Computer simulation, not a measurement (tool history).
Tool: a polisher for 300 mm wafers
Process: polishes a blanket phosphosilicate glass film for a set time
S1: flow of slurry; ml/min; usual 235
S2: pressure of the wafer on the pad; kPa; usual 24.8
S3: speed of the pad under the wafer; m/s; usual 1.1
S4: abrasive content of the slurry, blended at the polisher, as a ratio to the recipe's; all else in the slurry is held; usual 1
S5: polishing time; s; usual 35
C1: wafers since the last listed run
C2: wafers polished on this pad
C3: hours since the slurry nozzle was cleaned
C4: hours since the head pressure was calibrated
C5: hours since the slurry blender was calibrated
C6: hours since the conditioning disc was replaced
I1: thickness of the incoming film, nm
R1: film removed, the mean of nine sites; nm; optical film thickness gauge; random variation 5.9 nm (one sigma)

| run | hour | S1 | S2 | S3 | S4 | S5 | C1 | C2 | C3 | C4 | C5 | C6 | I1 | R1 |
|---|---|---|---|---|---|---|---|---|---|---|---|---|---|---|
| 1 | 0 | 235 | 29.6 | 1.1 | 1 | 35 | 0 | 1129 | 10.3 | 575.8 | 123.4 | 207.7 | 2543.7 | 516.4 |
|  | 23.2 | worn pad replaced by a new one |
| 2 | 28.2 | 235 | 29.6 | 1.1 | 1 | 35 | 296 | 61 | 38.5 | 604 | 151.6 | 235.9 | 2534.9 | 525 |
| 3 | 57.9 | 235 | 29.6 | 1.1 | 1 | 35 | 363 | 424 | 68.2 | 633.7 | 181.3 | 265.6 | 2516.1 | 522 |
|  | 78.9 | slurry blender recalibrated |
| 4 | 89.8 | 235 | 24.8 | 1.1 | 1 | 35 | 366 | 791 | 100.1 | 665.6 | 10.9 | 297.5 | 2492.4 | 443.7 |
| 5 | 113.1 | 235 | 24.8 | 1.1 | 1 | 35 | 285 | 1076 | 123.4 | 688.9 | 34.2 | 320.8 | 2505.9 | 432.6 |
| 6 | 128.3 | 235 | 24.8 | 1.1 | 1 | 35 | 186 | 1262 | 138.6 | 704.1 | 49.4 | 336 | 2474.4 | 426.3 |
|  | 132.6 | worn pad replaced by a new one |
| 7 | 158.6 | 235 | 24.8 | 1.1 | 1 | 35 | 322 | 318 | 168.9 | 734.4 | 79.7 | 366.3 | 2481 | 437.2 |
| 8 | 175.6 | 235 | 24.8 | 1.1 | 1 | 35 | 208 | 526 | 185.9 | 751.4 | 96.7 | 383.3 | 2482.3 | 435.2 |
| 9 | 194.8 | 235 | 24.8 | 1.1 | 1 | 32 | 235 | 762 | 205.1 | 770.6 | 115.9 | 402.5 | 2512.6 | 386.6 |
| 10 | 218.7 | 235 | 24.8 | 1.1 | 1 | 35 | 292 | 1054 | 229 | 794.5 | 139.8 | 426.4 | 2546 | 443.9 |
| 11 | 234.7 | 235 | 24.8 | 1.1 | 0.85 | 35 | 195 | 1250 | 245 | 810.5 | 155.8 | 442.4 | 2471.9 | 390.7 |
|  | 248.7 | worn pad replaced by a new one |
|  | 250.4 | head pressure recalibrated |
| 12 | 255.9 | 235 | 24.8 | 1.1 | 1 | 35 | 189 | 67 | 266.2 | 5.5 | 177 | 463.6 | 2480.6 | 424.6 |
|  | 267.6 | slurry nozzle cleaned |
|  | 272.5 | slurry blender recalibrated |
| 13 | 283.2 | 275 | 24.8 | 1.1 | 1.25 | 35 | 297 | 365 | 15.6 | 32.8 | 10.7 | 490.9 | 2503.2 | 524.2 |
|  | 322.4 | conditioning disc replaced and pad reconditioned |
|  | 371.2 | worn pad replaced by a new one |
| 14 | 384.6 | 235 | 24.8 | 1.1 | 1 | 35 | 1168 | 163 | 117 | 134.2 | 112.1 | 62.2 | 2536.8 | 445.1 |
| 15 | 410.4 | 295 | 22.1 | 1.1 | 1 | 35 | 315 | 479 | 142.8 | 160 | 137.9 | 88 | 2499.7 | 406.3 |
| 16 | 431.2 | 235 | 24.8 | 1.1 | 1 | 35 | 254 | 734 | 163.6 | 180.8 | 158.7 | 108.8 | 2487.2 | 438.9 |
| 17 | 451.3 | 310 | 24.8 | 1.1 | 1 | 35 | 246 | 980 | 183.7 | 200.9 | 178.8 | 128.9 | 2474.8 | 449.3 |
|  | 470.1 | slurry blender recalibrated |
|  | 480.7 | worn pad replaced by a new one |
| 18 | 481.2 | 235 | 29.6 | 1.1 | 1 | 24 | 292 | 6 | 213.6 | 230.8 | 11.1 | 158.8 | 2510.6 | 343.2 |
| 19 | 500.6 | 235 | 33.8 | 1.32 | 0.7 | 35 | 237 | 243 | 233 | 250.2 | 30.5 | 178.2 | 2498.2 | 487.6 |
| 20 | 522.5 | 235 | 15.9 | 1.1 | 1.15 | 28 | 268 | 512 | 254.9 | 272.1 | 52.4 | 200.1 | 2519.6 | 268.6 |
|  | 534.6 | slurry nozzle cleaned |
| 21 | 547.2 | 235 | 32.4 | 1.1 | 1 | 31 | 290 | 802 | 12.6 | 296.8 | 77.1 | 224.8 | 2519.7 | 496 |
| 22 | 578.6 | 190 | 33.1 | 1.1 | 1 | 35 | 384 | 1186 | 44 | 328.2 | 108.5 | 256.2 | 2528 | 559.6 |
| 23 | 596.6 | 235 | 24.8 | 1.1 | 0.85 | 35 | 220 | 1407 | 62 | 346.2 | 126.5 | 274.2 | 2562.2 | 394.2 |

4 ways to go on from here, each from the tool as it stands after run 23. What would each give?
| A | 597 | 235 | 24.8 | 1.1 | 1 | 35 | 4 | 1412 | 62.4 | 346.6 | 126.9 | 274.6 | 2468.4 | ? |
| B | 597 | 265 | 24.8 | 1.22 | 1 | 35 | 4 | 1412 | 62.4 | 346.6 | 126.9 | 274.6 | 2468.4 | ? |
| C | 597 | 235 | 19.3 | 1.1 | 1 | 46 | 4 | 1412 | 62.4 | 346.6 | 126.9 | 274.6 | 2468.4 | ? |
| D | 597 | 235 | 24.8 | 0.98 | 1 | 35 | 4 | 1412 | 62.4 | 346.6 | 126.9 | 274.6 | 2468.4 | ? |

| run | R1 |
|---|---|
| A | 450.1 |
| B | 494.1 |
| C | 490.6 |
| D | 410.4 |
Without the tool's hidden state the same runs would have given:
| run | R1 |
|---|---|
| A | 455.7 |
| B | 499.8 |
| C | 496.7 |
| D | 415.5 |
